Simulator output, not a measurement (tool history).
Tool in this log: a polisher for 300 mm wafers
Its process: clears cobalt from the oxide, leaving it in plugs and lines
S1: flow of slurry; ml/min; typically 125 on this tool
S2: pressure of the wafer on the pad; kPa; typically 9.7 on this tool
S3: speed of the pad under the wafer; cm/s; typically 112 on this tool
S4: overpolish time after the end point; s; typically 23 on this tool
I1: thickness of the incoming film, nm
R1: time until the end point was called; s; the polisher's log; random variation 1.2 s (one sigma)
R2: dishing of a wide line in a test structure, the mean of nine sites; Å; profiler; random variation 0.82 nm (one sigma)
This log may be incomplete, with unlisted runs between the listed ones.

{"run": 1, "hour": 0.0, "S1": 150, "S2": 9.7, "S3": 112, "S4": 23, "I1": 327.7, "R1": 83.5, "R2": 564}
{"run": 2, "hour": 30.0, "S1": 125, "S2": 9.7, "S3": 112, "S4": 23, "I1": 325.8, "R1": 84.8, "R2": 558}
{"run": 3, "hour": 42.3, "S1": 125, "S2": 9.7, "S3": 112, "S4": 23, "I1": 327.9, "R1": 86, "R2": 540}
{"hour": 51.6, "done": "worn pad replaced by a new one"}
{"run": 4, "hour": 73.8, "S1": 125, "S2": 9.7, "S3": 112, "S4": 23, "I1": 337, "R1": 82.5, "R2": 554}
{"run": 5, "hour": 96.4, "S1": 125, "S2": 9.7, "S3": 112, "S4": 23, "I1": 334.8, "R1": 81, "R2": 566}
{"run": 6, "hour": 115.2, "S1": 125, "S2": 9.7, "S3": 112, "S4": 23, "I1": 323.7, "R1": 78.6, "R2": 569}
{"run": 7, "hour": 150.3, "S1": 125, "S2": 9.7, "S3": 112, "S4": 23, "I1": 336.2, "R1": 83.8, "R2": 568}
{"run": 8, "hour": 167.6, "S1": 125, "S2": 9.7, "S3": 112, "S4": 23, "I1": 329.5, "R1": 83.3, "R2": 559}
{"run": 9, "hour": 185.3, "S1": 125, "S2": 9.7, "S3": 112, "S4": 23, "I1": 332.4, "R1": 87.8, "R2": 555}
{"run": 10, "hour": 213.2, "S1": 125, "S2": 9.7, "S3": 112, "S4": 23, "I1": 335.2, "R1": 88, "R2": 560}
{"hour": 224.7, "done": "worn pad replaced by a new one"}
{"run": 11, "hour": 235.6, "S1": 125, "S2": 9.7, "S3": 112, "S4": 23, "I1": 335, "R1": 82, "R2": 584}
{"run": 12, "hour": 253.2, "S1": 125, "S2": 9.7, "S3": 112, "S4": 23, "I1": 325, "R1": 77.3, "R2": 581}
{"run": 13, "hour": 277.9, "S1": 125, "S2": 9.7, "S3": 112, "S4": 33, "I1": 330.3, "R1": 78.2, "R2": 704}
{"run": 14, "hour": 290.0, "S1": 125, "S2": 9.7, "S3": 112, "S4": 33, "I1": 328.7, "R1": 79.6, "R2": 701}
{"hour": 308.7, "done": "slurry nozzle cleaned"}
{"run": 15, "hour": 312.8, "S1": 125, "S2": 9.7, "S3": 112, "S4": 23, "I1": 333.5, "R1": 82.5, "R2": 560}
{"run": 16, "hour": 342.0, "S1": 125, "S2": 11.7, "S3": 112, "S4": 23, "I1": 325, "R1": 67.6, "R2": 623}
{"hour": 380.4, "done": "head pressure recalibrated"}
{"run": 17, "hour": 396.7, "S1": 125, "S2": 9.7, "S3": 112, "S4": 23, "I1": 326.1, "R1": 98.7, "R2": 511}
{"hour": 431.4, "done": "worn pad replaced by a new one"}
{"run": 18, "hour": 431.9, "S1": 125, "S2": 9.7, "S3": 112, "S4": 23, "I1": 325.1, "R1": 86.3, "R2": 547}
{"run": 19, "hour": 466.6, "S1": 125, "S2": 9.7, "S3": 112, "S4": 23, "I1": 327.8, "R1": 90.5, "R2": 540}
{"run": 20, "hour": 568.6, "S1": 95, "S2": 8.3, "S3": 88, "S4": 23, "I1": 331.2, "R1": 147.9, "R2": 384}
{"run": 21, "hour": 591.0, "S1": 125, "S2": 9.7, "S3": 112, "S4": 23, "I1": 333.3, "R1": 99.3, "R2": 517}
{"hour": 620.8, "done": "worn pad replaced by a new one"}
{"run": 22, "hour": 621.3, "S1": 160, "S2": 13.1, "S3": 112, "S4": 23, "I1": 331.3, "R1": 62.3, "R2": 667}
{"run": 23, "hour": 647.5, "S1": 95, "S2": 9.7, "S3": 86, "S4": 18, "I1": 325.3, "R1": 115.3, "R2": 372}
{"run": 24, "hour": 662.5, "S1": 125, "S2": 6.2, "S3": 112, "S4": 12, "I1": 323.5, "R1": 134.1, "R2": 237}
{"run": 25, "hour": 690.5, "S1": 125, "S2": 9.7, "S3": 96, "S4": 23, "I1": 328, "R1": 100.7, "R2": 502}
{"run": 26, "hour": 715.9, "S1": 85, "S2": 6.2, "S3": 124, "S4": 36, "I1": 326, "R1": 131.6, "R2": 552}
{"run": 27, "hour": 742.8, "S1": 125, "S2": 11.7, "S3": 112, "S4": 37, "I1": 327.2, "R1": 78.1, "R2": 747}
{"run": 28, "hour": 756.4, "S1": 125, "S2": 9.7, "S3": 112, "S4": 23, "I1": 324.1, "R1": 90.9, "R2": 527}
{"run": 29, "hour": 790.1, "S1": 125, "S2": 9.7, "S3": 112, "S4": 27, "I1": 330.5, "R1": 95.9, "R2": 550}
{"hour": 814.7, "done": "worn pad replaced by a new one"}
{"run": 30, "hour": 815.2, "S1": 110, "S2": 7.6, "S3": 122, "S4": 30, "I1": 333.6, "R1": 102.7, "R2": 588}
{"run": 31, "hour": 830.8, "S1": 125, "S2": 9.7, "S3": 112, "S4": 23, "I1": 335.4, "R1": 85.8, "R2": 541}
{"run": 32, "hour": 848.9, "S1": 125, "S2": 9.7, "S3": 112, "S4": 23, "I1": 333.2, "R1": 87.7, "R2": 541}
{"run": 33, "hour": 882.9, "S1": 125, "S2": 9.7, "S3": 112, "S4": 23, "I1": 328.6, "R1": 88.8, "R2": 544}
{"hour": 911.4, "done": "slurry nozzle cleaned"}
{"run": 34, "hour": 912.0, "S1": 125, "S2": 9.7, "S3": 140, "S4": 23, "I1": 329.7, "R1": 72.2, "R2": 615}

Branching from run 34: 5 alternative next runs. What would each branch give?
{"run": "A", "hour": 912.5, "S1": 125, "S2": 9.7, "S3": 112, "S4": 23, "I1": 327.8, "R1": "?", "R2": "?"}
{"run": "B", "hour": 912.5, "S1": 125, "S2": 9.7, "S3": 112, "S4": 32, "I1": 327.8, "R1": "?", "R2": "?"}
{"run": "C", "hour": 912.5, "S1": 150, "S2": 13.1, "S3": 112, "S4": 27, "I1": 327.8, "R1": "?", "R2": "?"}
{"run": "D", "hour": 912.5, "S1": 90, "S2": 7.6, "S3": 78, "S4": 17, "I1": 327.8, "R1": "?", "R2": "?"}
{"run": "E", "hour": 912.5, "S1": 110, "S2": 9.7, "S3": 96, "S4": 23, "I1": 327.8, "R1": "?", "R2": "?"}

run=A R1=88.1 R2=539
run=B R1=88.1 R2=647
run=C R1=63.5 R2=695
run=D R1=167.8 R2=269
run=E R1=104.5 R2=484
Had the tool no hidden state, the same runs would have come out as:
run=A R1=86.2 R2=546
run=B R1=86.2 R2=655
run=C R1=62.1 R2=702
run=D R1=164 R2=274
run=E R1=102.1 R2=491

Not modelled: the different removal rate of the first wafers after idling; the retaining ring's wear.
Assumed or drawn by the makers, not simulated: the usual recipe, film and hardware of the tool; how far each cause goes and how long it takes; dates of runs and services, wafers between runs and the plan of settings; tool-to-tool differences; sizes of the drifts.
